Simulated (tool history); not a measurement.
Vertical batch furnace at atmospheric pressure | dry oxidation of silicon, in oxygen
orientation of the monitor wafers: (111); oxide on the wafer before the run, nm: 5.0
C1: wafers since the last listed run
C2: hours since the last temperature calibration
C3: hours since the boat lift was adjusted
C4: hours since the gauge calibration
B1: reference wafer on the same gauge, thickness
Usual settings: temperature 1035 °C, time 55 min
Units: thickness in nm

run 1 hour=0 | temperature=1054 time=55 | C1=0 C2=1259.3 C3=3851 C4=361.6 | B1=77.43 | thickness=99.58
run 2 hour=40 | temperature=1054 time=55 | C1=938 C2=1299.3 C3=3891 C4=401.6 | B1=77.5 | thickness=99.99
run 3 hour=66.4 | temperature=1035 time=66 | C1=619 C2=1325.7 C3=3917.4 C4=428 | B1=77.58 | thickness=100.49
run 4 hour=79.9 | temperature=1035 time=55 | C1=316 C2=1339.2 C3=3930.9 C4=441.5 | B1=77.53 | thickness=89.52
run 5 hour=108 | temperature=1035 time=55 | C1=659 C2=1367.3 C3=3959 C4=469.6 | B1=77.57 | thickness=89.25
run 6 hour=138.3 | temperature=1035 time=55 | C1=710 C2=1397.6 C3=3989.3 C4=499.9 | B1=77.49 | thickness=89.42
run 7 hour=160 | temperature=1035 time=35 | C1=508 C2=1419.3 C3=4011 C4=521.6 | B1=77.49 | thickness=67.34
run 8 hour=182.5 | temperature=1035 time=55 | C1=527 C2=1441.8 C3=4033.5 C4=544.1 | B1=77.53 | thickness=89.29
run 9 hour=215.7 | temperature=1035 time=42.5 | C1=778 C2=1475 C3=4066.7 C4=577.3 | B1=77.47 | thickness=76.03
run 10 hour=237 | temperature=1035 time=42.5 | C1=499 C2=1496.3 C3=4088 C4=598.6 | B1=77.47 | thickness=75.58
run 11 hour=253.9 | temperature=1035 time=55 | C1=396 C2=1513.2 C3=4104.9 C4=615.5 | B1=77.57 | thickness=89.48
run 12 hour=271.8 | temperature=1035 time=55 | C1=419 C2=1531.1 C3=4122.8 C4=633.4 | B1=77.52 | thickness=89.34
run 13 hour=298.4 | temperature=1035 time=55 | C1=623 C2=1557.7 C3=4149.4 C4=660 | B1=77.54 | thickness=89.62
run 14 hour=331 | temperature=1035 time=55 | C1=764 C2=1590.3 C3=4182 C4=692.6 | B1=77.42 | thickness=89.01
run 15 hour=347.7 | temperature=1035 time=55 | C1=391 C2=1607 C3=4198.7 C4=709.3 | B1=77.47 | thickness=89.86
run 16 hour=366.1 | temperature=1035 time=55 | C1=431 C2=1625.4 C3=4217.1 C4=727.7 | B1=77.48 | thickness=89.24
-- hour=411.9 boat lift adjusted
run 17 hour=412.4 | temperature=1049 time=55 | C1=522 C2=1671.7 C3=0.5 C4=774 | B1=77.55 | thickness=97.18
run 18 hour=417.5 | temperature=1035 time=80 | C1=119 C2=1676.8 C3=5.6 C4=779.1 | B1=77.53 | thickness=112.97
-- hour=431.2 gauge calibrated
run 19 hour=448 | temperature=1035 time=55 | C1=715 C2=1707.3 C3=36.1 C4=16.8 | B1=77.54 | thickness=89.46
run 20 hour=466.7 | temperature=1049 time=82 | C1=438 C2=1726 C3=54.8 C4=35.5 | B1=77.53 | thickness=123.98
run 21 hour=478.8 | temperature=1028 time=55 | C1=283 C2=1738.1 C3=66.9 C4=47.6 | B1=77.5 | thickness=85.87
run 22 hour=514.3 | temperature=1048 time=29.5 | C1=832 C2=1773.6 C3=102.4 C4=83.1 | B1=77.52 | thickness=65.22
-- hour=543 thermocouples replaced and temperature profile calibrated
run 23 hour=543.5 | temperature=1011 time=55 | C1=121 C2=0.5 C3=131.6 C4=112.3 | B1=77.47 | thickness=76.11
run 24 hour=551.8 | temperature=1019 time=74.5 | C1=194 C2=8.8 C3=139.9 C4=120.6 | B1=77.44 | thickness=98.19
run 25 hour=582.9 | temperature=1035 time=55 | C1=729 C2=39.9 C3=171 C4=151.7 | B1=77.52 | thickness=89.73
run 26 hour=595.5 | temperature=1035 time=55 | C1=295 C2=52.5 C3=183.6 C4=164.3 | B1=77.41 | thickness=88.9
run 27 hour=616.7 | temperature=1035 time=55 | C1=497 C2=73.7 C3=204.8 C4=185.5 | B1=77.48 | thickness=89.51
run 28 hour=642 | temperature=1049 time=76 | C1=593 C2=99 C3=230.1 C4=210.8 | B1=77.5 | thickness=118.72
run 29 hour=661.1 | temperature=1025 time=55 | C1=447 C2=118.1 C3=249.2 C4=229.9 | B1=77.48 | thickness=84.43
run 30 hour=697 | temperature=1017 time=38 | C1=841 C2=154 C3=285.1 C4=265.8 | B1=77.52 | thickness=62.94
run 31 hour=716.9 | temperature=1035 time=55 | C1=466 C2=173.9 C3=305 C4=285.7 | B1=77.52 | thickness=88.96
run 32 hour=730.3 | temperature=1047 time=43 | C1=314 C2=187.3 C3=318.4 C4=299.1 | B1=77.49 | thickness=81.93
run 33 hour=751.5 | temperature=1060 time=43 | C1=497 C2=208.5 C3=339.6 C4=320.3 | B1=77.41 | thickness=88.78
run 34 hour=768.5 | temperature=1021 time=79 | C1=398 C2=225.5 C3=356.6 C4=337.3 | B1=77.49 | thickness=103.36
run 35 hour=797.5 | temperature=1015 time=55 | C1=680 C2=254.5 C3=385.6 C4=366.3 | B1=77.48 | thickness=78.2

3 ways to go on from here, each from the tool as it stands after run 35. What would each give?
run A hour=801.5 | temperature=1035 time=40 | C1=93 C2=258.5 C3=389.6 C4=370.3 | B1=? | thickness=?
run B hour=801.5 | temperature=1012 time=37.5 | C1=93 C2=258.5 C3=389.6 C4=370.3 | B1=? | thickness=?
run C hour=801.5 | temperature=1056 time=55 | C1=93 C2=258.5 C3=389.6 C4=370.3 | B1=? | thickness=?

run=A B1=77.51 thickness=72.85
run=B B1=77.51 thickness=59.88
run=C B1=77.51 thickness=100.79
Without the tool's hidden state the same runs would have given:
run=A thickness=72.85
run=B thickness=59.88
run=C thickness=100.79
